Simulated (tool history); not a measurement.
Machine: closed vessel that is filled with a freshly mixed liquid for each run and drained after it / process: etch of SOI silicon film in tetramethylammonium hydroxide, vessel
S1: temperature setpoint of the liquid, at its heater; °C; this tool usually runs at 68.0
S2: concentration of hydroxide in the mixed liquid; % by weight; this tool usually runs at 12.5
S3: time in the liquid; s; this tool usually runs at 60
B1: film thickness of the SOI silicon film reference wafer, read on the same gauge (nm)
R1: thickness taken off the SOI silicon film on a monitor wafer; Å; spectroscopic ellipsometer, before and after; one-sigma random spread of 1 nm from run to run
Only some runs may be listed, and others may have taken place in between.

run   hour    S1    S2  S3      B1      R1
  1    0.0  68.0  12.5  60  119.99  3571.5
  2   17.9  68.0  12.5  60  119.99  3578.5
  3   38.4  68.0  15.5  60  119.98  3259.8
  4   56.3  68.0  12.5  60  120.04  3619.3
  5   87.4  68.0  12.5  60  120.02  3602.0
  6  104.1  68.0  12.5  60  120.00  3598.5
  7  134.2  68.0  12.5  60  120.01  3635.3
  8  168.8  68.0  12.5  60  120.00  3617.3
  9  193.3  68.0  12.5  60  120.02  3607.9
 10  206.8  68.0  14.5  60  120.05  3367.3
 11  233.1  68.0  14.5  60  120.01  3368.8
 12  260.9  68.0  10.5  60  119.99  3871.0
 13  284.9  68.0  10.5  60  120.03  3883.6
     298.9  -- hydroxide flow meter replaced
 14  301.5  64.0  15.0  60  119.98  2604.1
 15  333.7  68.0  12.5  90  120.01  5418.5
 16  352.3  68.0   9.5  50  119.98  3341.8
 17  375.2  68.0  12.5  60  119.99  3637.5
     389.3  -- thermometer replaced
 18  400.9  68.0  12.5  60  119.99  3344.8
 19  427.9  61.0  12.5  60  119.99  2181.9
     452.8  -- gauge calibrated
 20  459.1  74.0  11.0  60  119.98  4994.8
 21  473.8  74.0   8.5  60  119.99  5512.8
 22  503.3  73.0  10.5  40  119.96  3205.3
 23  534.2  68.0  12.5  60  120.02  3370.4
 24  554.0  63.5  12.5  45  120.01  1922.8
 25  582.5  68.0  14.5  60  120.01  3131.4
 26  615.2  64.0  12.5  60  120.01  2654.1
 27  644.2  68.0  12.5  60  119.95  3353.0

Predict each of these 4 candidate next runs independently; none follows another, all start after run 27:
  A  644.9  68.0  14.0  60   ?   ?
  B  644.9  72.5  14.5  40   ?   ?
  C  644.9  74.0  12.5  60   ?   ?
  D  644.9  74.5  12.5  70   ?   ?

run      B1      R1
  A  119.98  3203.4
  B  119.98  2729.1
  C  119.98  4792.7
  D  119.98  5753.8
Had the tool no hidden state, the same runs would have come out as:
run      R1
  A  3171.2
  B  2702.4
  C  4746.2
  D  5698.1
